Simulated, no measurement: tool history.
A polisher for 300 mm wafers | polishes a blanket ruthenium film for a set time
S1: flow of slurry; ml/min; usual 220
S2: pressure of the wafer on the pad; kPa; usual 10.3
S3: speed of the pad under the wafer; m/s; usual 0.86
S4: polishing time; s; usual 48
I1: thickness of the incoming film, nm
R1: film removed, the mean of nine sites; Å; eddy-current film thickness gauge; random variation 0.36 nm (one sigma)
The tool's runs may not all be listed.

Run 1, hour 0: usual settings but S1 280 ml/min; I1 525.3. Result: R1 310 Å.
Run 2, hour 17.6: usual settings; I1 533.6. Result: R1 311 Å.
Run 3, hour 42.7: usual settings but S2 11.7 kPa; I1 531.1. Result: R1 347 Å.
Run 4, hour 77.1: usual settings but S2 11.7 kPa; I1 528.7. Result: R1 349 Å.
Run 5, hour 89.6: usual settings; I1 537. Result: R1 310 Å.
Run 6, hour 118.8: usual settings; I1 529.5. Result: R1 305 Å.
Run 7, hour 132.9: usual settings; I1 531.1. Result: R1 314 Å.
Run 8, hour 146.5: usual settings but S4 38 s; I1 531.4. Result: R1 244 Å.
Run 9, hour 172.2: usual settings but S4 38 s; I1 530. Result: R1 243 Å.
Run 10, hour 185.7: usual settings but S2 9 kPa; I1 536.3. Result: R1 274 Å.
At hour 205.2: worn pad replaced by a new one.
Run 11, hour 214.6: usual settings but S2 9 kPa; I1 527.2. Result: R1 270 Å.
Run 12, hour 237.9: usual settings; I1 533.2. Result: R1 305 Å.
Run 13, hour 272.2: usual settings; I1 531.1. Result: R1 313 Å.
Run 14, hour 306.1: usual settings; I1 535.9. Result: R1 313 Å.
Run 15, hour 326.8: usual settings; I1 526.1. Result: R1 309 Å.
Run 16, hour 351: usual settings; I1 535.4. Result: R1 306 Å.
Run 17, hour 379.7: usual settings; I1 530.5. Result: R1 304 Å.
Run 18, hour 407.1: usual settings but S1 170 ml/min, S2 11.7 kPa, S3 0.96 m/s, S4 60 s; I1 531.6. Result: R1 458 Å.
Run 19, hour 434.4: usual settings; I1 522. Result: R1 301 Å.
At hour 457.1: worn pad replaced by a new one.
At hour 457.9: slurry nozzle cleaned.
Run 20, hour 461.7: usual settings but S3 0.76 m/s; I1 527. Result: R1 289 Å.
Run 21, hour 485.6: usual settings but S1 270 ml/min, S2 9 kPa, S4 60 s; I1 532.4. Result: R1 354 Å.
Run 22, hour 517.6: usual settings but S1 295 ml/min, S2 11.7 kPa; I1 526.2. Result: R1 379 Å.
At hour 540.6: head pressure recalibrated.
Run 23, hour 541.1: usual settings; I1 525.5. Result: R1 296 Å.
Run 24, hour 631.6: usual settings but S4 60 s; I1 526.9. Result: R1 373 Å.
Run 25, hour 659.3: usual settings; I1 522.7. Result: R1 294 Å.
At hour 673.7: worn pad replaced by a new one.
Run 26, hour 683: usual settings but S1 285 ml/min, S2 9 kPa, S3 1.04 m/s, S4 57 s; I1 531.6. Result: R1 383 Å.
Run 27, hour 711.1: usual settings; I1 530.9. Result: R1 296 Å.
Run 28, hour 727.4: usual settings but S3 0.68 m/s; I1 531.5. Result: R1 236 Å.
Run 29, hour 760.8: usual settings but S2 13.1 kPa, S3 0.96 m/s; I1 538.1. Result: R1 415 Å.
Run 30, hour 781.2: usual settings but S2 11.7 kPa, S3 0.78 m/s, S4 53 s; I1 524.4. Result: R1 342 Å.
Run 31, hour 862.8: usual settings but S4 53 s; I1 522.1. Result: R1 327 Å.
Run 32, hour 893.6: usual settings but S1 270 ml/min, S2 13.1 kPa, S4 38 s; I1 528.2. Result: R1 296 Å.
At hour 912.5: worn pad replaced by a new one.
Run 33, hour 916.4: usual settings but S2 13.1 kPa, S3 1.12 m/s; I1 539.4. Result: R1 472 Å.
Run 34, hour 939.2: usual settings but S3 1.06 m/s; I1 524.7. Result: R1 360 Å.
Run 35, hour 957: usual settings; I1 534.6. Result: R1 296 Å.
Run 36, hour 975.9: usual settings; I1 520.9. Result: R1 297 Å.
Run 37, hour 1002.7: usual settings but S2 11.7 kPa, S3 0.98 m/s; I1 523.6. Result: R1 367 Å.
Run 38, hour 1015.6: usual settings but S2 13.1 kPa, S4 60 s; I1 526.7. Result: R1 444 Å.

3 ways to go on from here, each from the tool as it stands after run 38. What would each give?
Run A, hour 1016: usual settings; I1 530.5. Result: R1 ?.
Run B, hour 1016: usual settings but S2 13.8 kPa, S3 0.72 m/s; I1 530.5. Result: R1 ?.
Run C, hour 1016: usual settings but S4 31 s; I1 530.5. Result: R1 ?.

run   R1
  A  281
  B  315
  C  181
Without the tool's hidden state the same runs would have given:
run   R1
  A  284
  B  318
  C  183
